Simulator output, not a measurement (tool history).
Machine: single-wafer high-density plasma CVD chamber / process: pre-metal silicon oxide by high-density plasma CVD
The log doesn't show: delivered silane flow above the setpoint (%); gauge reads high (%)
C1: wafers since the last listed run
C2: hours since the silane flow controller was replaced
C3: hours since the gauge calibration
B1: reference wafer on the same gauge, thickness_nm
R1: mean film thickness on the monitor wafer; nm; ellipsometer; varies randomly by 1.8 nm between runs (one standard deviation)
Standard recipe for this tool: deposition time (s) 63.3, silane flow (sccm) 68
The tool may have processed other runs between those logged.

{"run": 1, "hour": 0.0, "deposition time (s)": 63.3, "silane flow (sccm)": 68, "C1": 0, "C2": 2784.9, "C3": 1504.3, "B1": 394.361, "R1": 438.312}
{"run": 2, "hour": 56.4, "deposition time (s)": 63.3, "silane flow (sccm)": 68, "C1": 1316, "C2": 2841.3, "C3": 1560.7, "B1": 393.797, "R1": 436.675}
{"run": 3, "hour": 105.4, "deposition time (s)": 63.3, "silane flow (sccm)": 68, "C1": 1143, "C2": 2890.3, "C3": 1609.7, "B1": 394.289, "R1": 440.606}
{"run": 4, "hour": 183.1, "deposition time (s)": 63.3, "silane flow (sccm)": 68, "C1": 1813, "C2": 2968.0, "C3": 1687.4, "B1": 393.843, "R1": 437.605}
{"run": 5, "hour": 221.9, "deposition time (s)": 63.3, "silane flow (sccm)": 72, "C1": 905, "C2": 3006.8, "C3": 1726.2, "B1": 393.92, "R1": 467.439}
{"run": 6, "hour": 318.2, "deposition time (s)": 63.3, "silane flow (sccm)": 68, "C1": 2247, "C2": 3103.1, "C3": 1822.5, "B1": 393.909, "R1": 441.428}
{"run": 7, "hour": 389.1, "deposition time (s)": 63.3, "silane flow (sccm)": 68, "C1": 1655, "C2": 3174.0, "C3": 1893.4, "B1": 394.318, "R1": 436.67}
{"run": 8, "hour": 496.0, "deposition time (s)": 63.3, "silane flow (sccm)": 68, "C1": 2495, "C2": 3280.9, "C3": 2000.3, "B1": 394.075, "R1": 439.861}
{"run": 9, "hour": 566.0, "deposition time (s)": 63.3, "silane flow (sccm)": 68, "C1": 1634, "C2": 3350.9, "C3": 2070.3, "B1": 393.82, "R1": 442.534}
{"run": 10, "hour": 605.4, "deposition time (s)": 63.3, "silane flow (sccm)": 68, "C1": 919, "C2": 3390.3, "C3": 2109.7, "B1": 393.481, "R1": 440.565}
{"run": 11, "hour": 652.2, "deposition time (s)": 63.3, "silane flow (sccm)": 68, "C1": 1092, "C2": 3437.1, "C3": 2156.5, "B1": 393.964, "R1": 437.667}
{"run": 12, "hour": 692.6, "deposition time (s)": 63.3, "silane flow (sccm)": 68, "C1": 943, "C2": 3477.5, "C3": 2196.9, "B1": 394.218, "R1": 441.259}
{"run": 13, "hour": 780.8, "deposition time (s)": 63.3, "silane flow (sccm)": 63, "C1": 2058, "C2": 3565.7, "C3": 2285.1, "B1": 393.813, "R1": 407.142}
{"run": 14, "hour": 856.3, "deposition time (s)": 63.3, "silane flow (sccm)": 63, "C1": 1762, "C2": 3641.2, "C3": 2360.6, "B1": 394.158, "R1": 410.153}
{"run": 15, "hour": 938.1, "deposition time (s)": 63.3, "silane flow (sccm)": 73, "C1": 1909, "C2": 3723.0, "C3": 2442.4, "B1": 394.2, "R1": 476.568}
{"run": 16, "hour": 1000.4, "deposition time (s)": 63.3, "silane flow (sccm)": 68, "C1": 1454, "C2": 3785.3, "C3": 2504.7, "B1": 394.041, "R1": 442.324}
{"hour": 1050.3, "done": "gauge calibrated"}
{"run": 17, "hour": 1070.4, "deposition time (s)": 56.9, "silane flow (sccm)": 68, "C1": 1634, "C2": 3855.3, "C3": 20.1, "B1": 394.284, "R1": 398.944}
{"run": 18, "hour": 1154.6, "deposition time (s)": 75.9, "silane flow (sccm)": 72, "C1": 1965, "C2": 3939.5, "C3": 104.3, "B1": 394.017, "R1": 564.103}
{"hour": 1367.6, "done": "silane flow controller replaced"}
{"run": 19, "hour": 1368.1, "deposition time (s)": 63.3, "silane flow (sccm)": 80, "C1": 4797, "C2": 0.5, "C3": 317.8, "B1": 394.213, "R1": 499.602}
{"run": 20, "hour": 1466.1, "deposition time (s)": 63.3, "silane flow (sccm)": 68, "C1": 2287, "C2": 98.5, "C3": 415.8, "B1": 394.046, "R1": 430.657}
{"run": 21, "hour": 1502.9, "deposition time (s)": 58.9, "silane flow (sccm)": 76, "C1": 859, "C2": 135.3, "C3": 452.6, "B1": 394.066, "R1": 448.266}
{"run": 22, "hour": 1584.5, "deposition time (s)": 69.9, "silane flow (sccm)": 59, "C1": 1904, "C2": 216.9, "C3": 534.2, "B1": 393.798, "R1": 410.725}
{"run": 23, "hour": 1661.4, "deposition time (s)": 70.8, "silane flow (sccm)": 62, "C1": 1795, "C2": 293.8, "C3": 611.1, "B1": 393.815, "R1": 440.196}
{"run": 24, "hour": 1699.4, "deposition time (s)": 71.8, "silane flow (sccm)": 64, "C1": 887, "C2": 331.8, "C3": 649.1, "B1": 394.333, "R1": 461.441}
{"run": 25, "hour": 1754.8, "deposition time (s)": 70.8, "silane flow (sccm)": 78, "C1": 1293, "C2": 387.2, "C3": 704.5, "B1": 393.774, "R1": 555.269}
{"run": 26, "hour": 1853.8, "deposition time (s)": 57.0, "silane flow (sccm)": 60, "C1": 2311, "C2": 486.2, "C3": 803.5, "B1": 394.217, "R1": 341.49}
{"run": 27, "hour": 1939.1, "deposition time (s)": 57.5, "silane flow (sccm)": 68, "C1": 1991, "C2": 571.5, "C3": 888.8, "B1": 393.921, "R1": 391.904}
{"run": 28, "hour": 1991.2, "deposition time (s)": 72.5, "silane flow (sccm)": 57, "C1": 1216, "C2": 623.6, "C3": 940.9, "B1": 394.278, "R1": 415.26}
{"run": 29, "hour": 2037.2, "deposition time (s)": 59.2, "silane flow (sccm)": 58, "C1": 1073, "C2": 669.6, "C3": 986.9, "B1": 394.074, "R1": 346.462}
{"run": 30, "hour": 2115.8, "deposition time (s)": 63.3, "silane flow (sccm)": 68, "C1": 1834, "C2": 748.2, "C3": 1065.5, "B1": 393.562, "R1": 429.531}
{"run": 31, "hour": 2166.3, "deposition time (s)": 56.7, "silane flow (sccm)": 55, "C1": 1178, "C2": 798.7, "C3": 1116.0, "B1": 393.937, "R1": 313.043}
{"run": 32, "hour": 2402.9, "deposition time (s)": 63.3, "silane flow (sccm)": 68, "C1": 5523, "C2": 1035.3, "C3": 1352.6, "B1": 394.103, "R1": 432.872}
{"run": 33, "hour": 2477.8, "deposition time (s)": 55.1, "silane flow (sccm)": 72, "C1": 1748, "C2": 1110.2, "C3": 1427.5, "B1": 393.78, "R1": 402.446}

Each row is a separate what-if for the run after 33, all from the same tool condition, not one after another. Results?
{"run": "A", "hour": 2478.2, "deposition time (s)": 63.3, "silane flow (sccm)": 68, "C1": 9, "C2": 1110.6, "C3": 1427.9, "B1": "?", "R1": "?"}
{"run": "B", "hour": 2478.2, "deposition time (s)": 72.7, "silane flow (sccm)": 68, "C1": 9, "C2": 1110.6, "C3": 1427.9, "B1": "?", "R1": "?"}
{"run": "C", "hour": 2478.2, "deposition time (s)": 52.0, "silane flow (sccm)": 75, "C1": 9, "C2": 1110.6, "C3": 1427.9, "B1": "?", "R1": "?"}

run=A B1=394.014 R1=430.354
run=B B1=394.014 R1=494.261
run=C B1=394.014 R1=389.922
The same runs, with their run-to-run variation unchanged, on a tool lacking any hidden condition would have given:
run=A R1=422.274
run=B R1=484.981
run=C R1=382.601

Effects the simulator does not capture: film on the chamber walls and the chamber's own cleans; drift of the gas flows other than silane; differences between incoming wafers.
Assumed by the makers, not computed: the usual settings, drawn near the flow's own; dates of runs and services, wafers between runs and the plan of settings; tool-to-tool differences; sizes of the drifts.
